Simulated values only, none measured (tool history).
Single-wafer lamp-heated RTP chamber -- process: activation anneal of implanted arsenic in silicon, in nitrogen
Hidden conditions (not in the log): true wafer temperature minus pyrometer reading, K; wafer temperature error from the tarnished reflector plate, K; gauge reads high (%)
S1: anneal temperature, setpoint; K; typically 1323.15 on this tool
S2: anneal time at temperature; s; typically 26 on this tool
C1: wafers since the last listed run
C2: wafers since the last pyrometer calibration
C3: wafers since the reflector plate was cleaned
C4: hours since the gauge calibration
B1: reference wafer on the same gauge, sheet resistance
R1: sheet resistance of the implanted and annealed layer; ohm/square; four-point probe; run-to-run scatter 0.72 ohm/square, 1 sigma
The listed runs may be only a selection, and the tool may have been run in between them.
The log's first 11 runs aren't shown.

run     day       S1  S2    C1    C2    C3      C4      B1      R1
 12  22.596  1343.15  26   607  4323  6693   676.2  483.13  469.48
 13   24.55  1343.15  26   484  4807  7177   723.1  482.84  470.09
     27.008  -- reflector plate cleaned
 14  27.029  1323.15  26   531  5338     5   782.6  482.88  474.21
 15  28.812  1323.15  26   441  5780   447   825.4   482.9  475.02
 16  30.175  1323.15  26   337  6118   784   858.1  483.08  474.64
 17  31.388  1323.15  26   300  6418  1085   887.2  482.88  474.73
 18  33.712  1323.15  26   575  6994  1660     943  483.14  472.97
     34.308  -- pyrometer window cleaned and pyrometer calibrated
 19  36.162  1293.15  21   524   458  2185  1001.8  483.12  483.93
 20  38.667  1323.15  26   620  1079  2805  1061.9  483.01  476.65
     39.538  -- gauge calibrated
 21  40.946  1353.15  26   564  1643  3370    33.8  483.04  468.61
 22  42.692  1323.15  18   432  2076  3802    75.7  482.98  479.84
 23  44.808  1337.15  26   524  2600  4327   126.5  483.19  473.15
 24  47.125  1304.15  21   573  3174  4901   182.1  483.09  482.03
 25  49.062  1323.15  26   479  3654  5381   228.6  482.83  476.05
 26  51.054  1323.15  26   493  4148  5874   276.4  482.92  476.34
 27  53.158  1336.15  38   521  4669  6395   326.9  482.83  467.01
     56.092  -- reflector plate cleaned
 28  56.112  1323.15  26   649  5318     5   397.8  482.91  475.31
 29  57.629  1350.15  21   375  5694   381   434.2  482.93  468.81
 30  59.912  1309.15  39   565  6259   946     489  483.18  473.76
     61.821  -- pyrometer window cleaned and pyrometer calibrated
 31  65.846  1334.15  37  1387   997  2334   631.4  483.23  469.37
 32  68.496  1341.15  30   656  1653  2990     695  483.11  470.31
 33  71.212  1315.15  36   673  2326  3663   760.2  482.95  475.92
 34  72.758  1296.15  15   382  2709  4046   797.3  482.73   486.1
 35  75.012  1312.15  16   558  3268  4605   851.4  483.05  484.99

Alternative continuations, all from the tool just after run 35; predict every row:
  A  75.029  1323.15  26   4  3272  4609  851.8   ?   ?
  B  75.029  1311.15  22   4  3272  4609  851.8   ?   ?
  C  75.029  1294.15  19   4  3272  4609  851.8   ?   ?

run      B1      R1
  A  482.87  476.37
  B  482.87  480.53
  C  482.87  484.16
Without the tool's unlogged condition, the same runs would have read:
run      R1
  A  477.27
  B  481.21
  C  484.63

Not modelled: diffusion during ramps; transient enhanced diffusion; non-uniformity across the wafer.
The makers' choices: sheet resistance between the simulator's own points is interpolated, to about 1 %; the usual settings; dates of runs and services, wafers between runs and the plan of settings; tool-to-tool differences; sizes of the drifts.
